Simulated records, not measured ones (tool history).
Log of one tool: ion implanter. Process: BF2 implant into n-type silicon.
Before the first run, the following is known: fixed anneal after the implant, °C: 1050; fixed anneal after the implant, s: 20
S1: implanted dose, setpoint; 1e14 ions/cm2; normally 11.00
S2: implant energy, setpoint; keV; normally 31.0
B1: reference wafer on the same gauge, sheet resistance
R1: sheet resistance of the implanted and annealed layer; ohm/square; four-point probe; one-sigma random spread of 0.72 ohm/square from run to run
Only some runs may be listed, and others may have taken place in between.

{"run": 1, "hour": 0.0, "S1": 8.52, "S2": 22.5, "B1": 122.91, "R1": 153.11}
{"run": 2, "hour": 45.1, "S1": 8.52, "S2": 22.5, "B1": 122.94, "R1": 155.63}
{"run": 3, "hour": 80.9, "S1": 8.52, "S2": 22.5, "B1": 123.23, "R1": 152.91}
{"run": 4, "hour": 131.7, "S1": 11.0, "S2": 31.0, "B1": 122.95, "R1": 119.91}
{"run": 5, "hour": 183.8, "S1": 11.0, "S2": 31.0, "B1": 122.81, "R1": 121.38}
{"run": 6, "hour": 219.2, "S1": 13.16, "S2": 31.0, "B1": 122.87, "R1": 109.78}
{"run": 7, "hour": 247.3, "S1": 13.16, "S2": 31.0, "B1": 122.93, "R1": 109.83}
{"run": 8, "hour": 299.6, "S1": 11.0, "S2": 31.0, "B1": 123.02, "R1": 120.85}
{"run": 9, "hour": 325.3, "S1": 11.0, "S2": 31.0, "B1": 123.12, "R1": 121.09}
{"run": 10, "hour": 396.7, "S1": 10.04, "S2": 31.0, "B1": 123.15, "R1": 128.98}
{"run": 11, "hour": 447.0, "S1": 10.04, "S2": 31.0, "B1": 122.78, "R1": 130.2}
{"run": 12, "hour": 491.0, "S1": 11.0, "S2": 31.0, "B1": 123.17, "R1": 120.67}
{"hour": 547.7, "done": "gauge calibrated"}
{"run": 13, "hour": 588.9, "S1": 11.0, "S2": 31.0, "B1": 122.91, "R1": 121.34}
{"run": 14, "hour": 637.7, "S1": 11.0, "S2": 31.0, "B1": 123.18, "R1": 121.03}
{"hour": 714.1, "done": "extraction supply calibrated"}
{"run": 15, "hour": 789.1, "S1": 8.83, "S2": 39.5, "B1": 123.02, "R1": 137.36}
{"run": 16, "hour": 841.2, "S1": 8.69, "S2": 38.0, "B1": 123.08, "R1": 139.92}
{"run": 17, "hour": 899.8, "S1": 13.34, "S2": 21.0, "B1": 122.92, "R1": 120.37}
{"run": 18, "hour": 927.9, "S1": 12.4, "S2": 23.0, "B1": 123.16, "R1": 121.96}
{"run": 19, "hour": 954.6, "S1": 9.89, "S2": 41.5, "B1": 122.97, "R1": 123.23}
{"hour": 976.9, "done": "Faraday cup replaced and dose calibrated"}
{"run": 20, "hour": 984.4, "S1": 13.91, "S2": 31.0, "B1": 123.18, "R1": 106.39}
{"run": 21, "hour": 1026.0, "S1": 11.0, "S2": 31.0, "B1": 123.01, "R1": 120.39}
{"run": 22, "hour": 1083.8, "S1": 9.73, "S2": 36.5, "B1": 123.1, "R1": 127.21}
{"run": 23, "hour": 1113.4, "S1": 11.0, "S2": 31.0, "B1": 123.02, "R1": 121.13}
{"run": 24, "hour": 1168.4, "S1": 7.86, "S2": 27.0, "B1": 123.31, "R1": 159.67}
{"run": 25, "hour": 1201.2, "S1": 9.7, "S2": 38.0, "B1": 122.8, "R1": 125.99}
{"run": 26, "hour": 1238.7, "S1": 11.0, "S2": 31.0, "B1": 123.05, "R1": 120.17}
{"run": 27, "hour": 1307.6, "S1": 7.81, "S2": 24.5, "B1": 123.06, "R1": 162.48}
{"run": 28, "hour": 1355.3, "S1": 11.0, "S2": 31.0, "B1": 123.06, "R1": 121.16}

Predict each of these 5 candidate next runs independently; none follows another, all start after run 28:
{"run": "A", "hour": 1355.7, "S1": 7.81, "S2": 31.0, "B1": "?", "R1": "?"}
{"run": "B", "hour": 1355.7, "S1": 8.7, "S2": 31.0, "B1": "?", "R1": "?"}
{"run": "C", "hour": 1355.7, "S1": 12.04, "S2": 41.0, "B1": "?", "R1": "?"}
{"run": "D", "hour": 1355.7, "S1": 13.45, "S2": 26.0, "B1": "?", "R1": "?"}
{"run": "E", "hour": 1355.7, "S1": 12.88, "S2": 31.0, "B1": "?", "R1": "?"}

run=A B1=122.79 R1=155.41
run=B B1=122.79 R1=142.44
run=C B1=122.79 R1=106.74
run=D B1=122.79 R1=113.27
run=E B1=122.79 R1=109.93
With the hidden condition removed and each run's random variation left untouched, the same runs would have given:
run=A R1=155.41
run=B R1=142.44
run=C R1=106.74
run=D R1=113.27
run=E R1=109.93

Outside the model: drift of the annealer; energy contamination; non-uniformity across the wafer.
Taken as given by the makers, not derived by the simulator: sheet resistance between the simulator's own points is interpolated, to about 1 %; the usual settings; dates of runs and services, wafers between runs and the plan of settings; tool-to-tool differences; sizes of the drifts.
